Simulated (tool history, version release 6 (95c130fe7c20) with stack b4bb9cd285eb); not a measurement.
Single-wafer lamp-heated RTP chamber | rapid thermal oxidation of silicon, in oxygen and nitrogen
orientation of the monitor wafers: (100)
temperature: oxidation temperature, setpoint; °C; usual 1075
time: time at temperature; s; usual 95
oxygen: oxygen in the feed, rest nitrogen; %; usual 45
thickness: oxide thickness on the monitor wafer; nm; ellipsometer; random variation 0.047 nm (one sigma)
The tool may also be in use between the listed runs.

run   hour  temperature  time  oxygen  read-back reference wafer on the same gauge, thickness  thickness
  1      0         1085    95      45                                                   7.158      9.545
  2   28.7         1085    95      45                                                   7.171      9.684
  3     64         1085    95      45                                                   7.158      9.632
  4   82.1         1075    85      45                                                   7.158      8.656
  5    109         1075    85      45                                                   7.158      8.654
     144.7  -- pyrometer window cleaned and pyrometer calibrated
  6  145.2         1075    95      58                                                   7.162      9.683
  7  160.5         1075    95      45                                                   7.154      8.826
  8  192.6         1075    95      45                                                   7.165      8.949
  9  205.9         1075    95      68                                                   7.155     10.359
 10  231.3         1075    95      45                                                   7.164      9.008
 11  245.2         1075    95      45                                                   7.159      9.137
     274.9  -- gauge calibrated
 12  277.6         1087   136      67                                                   7.155     13.384
     287.4  -- oxygen flow controller replaced
 13    312         1103   123      62                                                   7.168     13.694
 14  345.6         1100   109      58                                                   7.159     12.494

Forecast run 15:
 15   377         1075    73      45                                                       ?          ?

Run 15 gave read-back reference wafer on the same gauge, thickness 7.159, thickness 8.059 nm.
Without the tool's hidden state the same run would have given thickness 7.706 nm.
